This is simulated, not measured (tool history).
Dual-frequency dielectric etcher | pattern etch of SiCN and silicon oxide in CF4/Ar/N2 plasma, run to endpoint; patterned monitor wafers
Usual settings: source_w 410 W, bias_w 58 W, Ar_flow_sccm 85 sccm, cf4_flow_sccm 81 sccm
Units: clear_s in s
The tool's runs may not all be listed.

run   hour  source_w  bias_w  Ar_flow_sccm  cf4_flow_sccm  wafers since the last listed run  hours since the last wet clean  hours since the last source power generator calibration  hours since the last bias power generator calibration  hours since the last Ar flow controller change  hours since the last CF4 flow controller change  hours since the last upper electrode change  incoming incoming film thickness, nm  clear_s
  1      0       410      58            85             81                                 0                           309.4                                                   1828.9                                                 1915.3                                          3901.7                                           3050.3                                       5792.5                                 12.78     17.7
  2   72.6       410      55            85             73                               891                             382                                                   1901.5                                                 1987.9                                          3974.3                                           3122.9                                       5865.1                                 12.66     18.1
  3   88.3       410      58            85             81                               192                           397.7                                                   1917.2                                                 2003.6                                            3990                                           3138.6                                       5880.8                                 12.72     17.6
  4  105.9       370      58            85             81                               216                           415.3                                                   1934.8                                                 2021.2                                          4007.6                                           3156.2                                       5898.4                                 12.65     19.7
     162.2  -- upper electrode replaced
  5  162.7       370      58            85             81                               402                           472.1                                                   1991.6                                                   2078                                          4064.4                                             3213                                          0.5                                 12.57     19.5
  6  173.9       410      48            85             81                               137                           483.3                                                   2002.8                                                 2089.2                                          4075.6                                           3224.2                                         11.7                                 12.62     18.4
     243.1  -- source power generator calibrated
  7  247.3       410      58            79             81                               852                           556.7                                                      4.2                                                 2162.6                                            4149                                           3297.6                                         85.1                                  12.6     17.4
  8  279.1       410      58            85             76                               390                           588.5                                                       36                                                 2194.4                                          4180.8                                           3329.4                                        116.9                                 12.61     17.6
     305.3  -- wet clean of the chamber
  9  305.8       410      58            71             81                                33                             0.5                                                     62.7                                                 2221.1                                          4207.5                                           3356.1                                        143.6                                  12.4     16.8
     314.1  -- CF4 flow controller replaced
 10  321.6       410      49            85             95                               120                            16.3                                                     78.5                                                 2236.9                                          4223.3                                              7.5                                        159.4                                 12.68     17.9
 11    352       380      58            85             88                               373                            46.7                                                    108.9                                                 2267.3                                          4253.7                                             37.9                                        189.8                                  12.6     18.8
 12  384.1       470      58            85             96                               394                            78.8                                                      141                                                 2299.4                                          4285.8                                               70                                        221.9                                 12.66     14.9
 13  407.2       410      58            85             81                               283                           101.9                                                    164.1                                                 2322.5                                          4308.9                                             93.1                                          245                                 12.68     17.5
 14  442.9       330      58            92             81                               438                           137.6                                                    199.8                                                 2358.2                                          4344.6                                            128.8                                        280.7                                 12.61     22.6
 15  468.8       460      68            85             96                               318                           163.5                                                    225.7                                                 2384.1                                          4370.5                                            154.7                                        306.6                                 12.56     14.6
     477.8  -- bias power generator calibrated
 16  484.5       490      58            85             81                               143                           179.2                                                    241.4                                                    6.7                                          4386.2                                            170.4                                        322.3                                 12.55     14.5
     496.5  -- Ar flow controller replaced
 17  505.5       410      51            67             81                               184                           200.2                                                    262.4                                                   27.7                                               9                                            191.4                                        343.3                                  12.6     17.4
 18  540.9       490      46            64             99                               434                           235.6                                                    297.8                                                   63.1                                            44.4                                            226.8                                        378.7                                 12.65     14.3
 19  572.4       410      58            85             76                               386                           267.1                                                    329.3                                                   94.6                                            75.9                                            258.3                                        410.2                                 12.51     17.5
 20  595.9       480      47            71             96                               288                           290.6                                                    352.8                                                  118.1                                            99.4                                            281.8                                        433.7                                 12.65     14.9
 21  681.2       410      49            85             95                              1047                           375.9                                                    438.1                                                  203.4                                           184.7                                            367.1                                          519                                 12.61     17.9
 22  705.3       320      58            64             81                               296                             400                                                    462.2                                                  227.5                                           208.8                                            391.2                                        543.1                                 12.69     22.4
 23  719.6       410      58            85             81                               175                           414.3                                                    476.5                                                  241.8                                           223.1                                            405.5                                        557.4                                 12.56     17.5
 24  752.2       470      70            76             81                               400                           446.9                                                    509.1                                                  274.4                                           255.7                                            438.1                                          590                                 12.68     14.2
 25  780.7       410      64           101             81                               350                           475.4                                                    537.6                                                  302.9                                           284.2                                            466.6                                        618.5                                 12.61     17.6

3 ways to go on from here, each from the tool as it stands after run 25. What would each give?
  A  781.1       410      58            85             81                                 4                           475.8                                                      538                                                  303.3                                           284.6                                              467                                        618.9                                 12.51        ?
  B  781.1       330      70            85             76                                 4                           475.8                                                      538                                                  303.3                                           284.6                                              467                                        618.9                                 12.51        ?
  C  781.1       410      54            85             81                                 4                           475.8                                                      538                                                  303.3                                           284.6                                              467                                        618.9                                 12.51        ?

run  clear_s
  A     17.3
  B     21.1
  C     17.7
Without the tool's hidden state the same runs would have given:
run  clear_s
  A     17.3
  B     21.1
  C     17.7
